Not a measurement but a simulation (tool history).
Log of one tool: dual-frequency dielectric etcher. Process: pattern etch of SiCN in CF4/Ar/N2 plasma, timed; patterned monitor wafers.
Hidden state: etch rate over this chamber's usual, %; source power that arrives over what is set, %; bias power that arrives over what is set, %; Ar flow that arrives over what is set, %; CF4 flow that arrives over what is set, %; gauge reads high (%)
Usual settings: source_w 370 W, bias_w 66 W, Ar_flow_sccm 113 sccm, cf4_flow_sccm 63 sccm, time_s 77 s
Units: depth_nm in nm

run     day  source_w  bias_w  Ar_flow_sccm  cf4_flow_sccm  time_s  wafers since the last listed run  hours since the last wet clean  hours since the last source power generator calibration  hours since the last bias power generator calibration  hours since the last Ar flow controller change  hours since the last CF4 flow controller change  hours since the last upper electrode change  hours since the gauge calibration  read-back reference wafer on the same gauge, depth_nm  depth_nm
  1       0       370      52           113             63      77                                 0                             0.5                                                     47.9                                                  119.9                                            2968                                              5.9                                         42.5                                487                                                   58.9      47.2
  2   0.962       370      66           107             63      77                               186                            23.6                                                       71                                                    143                                          2991.1                                               29                                         65.6                              510.1                                                   58.9      51.7
  3   2.046       450      79           128             63    61.5                               209                            49.6                                                       97                                                    169                                          3017.1                                               55                                         91.6                              536.1                                                     59      48.7
      3.533  -- gauge calibrated
  4   3.754       370      52           113             63      77                               330                            90.6                                                      138                                                    210                                          3058.1                                               96                                        132.6                                5.3                                                   58.9      47.1
      5.054  -- Ar flow controller replaced
  5   5.075       370      56           121             63      77                               206                           122.3                                                    169.7                                                  241.7                                             0.5                                            127.7                                        164.3                                 37                                                   58.8      47.5
  6     6.1       370      66           113             63      77                               198                           146.9                                                    194.3                                                  266.3                                            25.1                                            152.3                                        188.9                               61.6                                                   58.9      50.9
  7   7.262       370      61           113             63    55.5                               224                           174.8                                                    222.2                                                  294.2                                              53                                            180.2                                        216.8                               89.5                                                   58.9      35.6
  8   7.775       370      66           113             63      77                                99                           187.1                                                    234.5                                                  306.5                                            65.3                                            192.5                                        229.1                              101.8                                                     59      50.6
  9   9.204       430      51           113             79    64.5                               276                           221.4                                                    268.8                                                  340.8                                            99.6                                            226.8                                        263.4                              136.1                                                   58.9      43.8
 10  10.562       290      66           113             63      77                               262                             254                                                    301.4                                                  373.4                                           132.2                                            259.4                                          296                              168.7                                                   58.8      43.5
 11  11.917       370      66           113             63      77                               261                           286.5                                                    333.9                                                  405.9                                           164.7                                            291.9                                        328.5                              201.2                                                   58.8      50.5
 12  12.892       370      66           113             63      56                               188                           309.9                                                    357.3                                                  429.3                                           188.1                                            315.3                                        351.9                              224.6                                                   58.9      36.7
 13  13.596       370      66           113             63      77                               136                           326.8                                                    374.2                                                  446.2                                             205                                            332.2                                        368.8                              241.5                                                     59      50.3
 14  14.846       370      66           113             63      77                               241                           356.8                                                    404.2                                                  476.2                                             235                                            362.2                                        398.8                              271.5                                                   58.8      50.3

The next listed run, before its measurement:
 15  15.504       310      62           102             63      63                               127                           372.6                                                      420                                                    492                                           250.8                                              378                                        414.6                              287.3                                                      ?         ?

read-back reference wafer on the same gauge, depth_nm: 58.8
depth_nm: 36.8 nm
Without the tool's hidden state the same run would have given depth_nm 37.4 nm.

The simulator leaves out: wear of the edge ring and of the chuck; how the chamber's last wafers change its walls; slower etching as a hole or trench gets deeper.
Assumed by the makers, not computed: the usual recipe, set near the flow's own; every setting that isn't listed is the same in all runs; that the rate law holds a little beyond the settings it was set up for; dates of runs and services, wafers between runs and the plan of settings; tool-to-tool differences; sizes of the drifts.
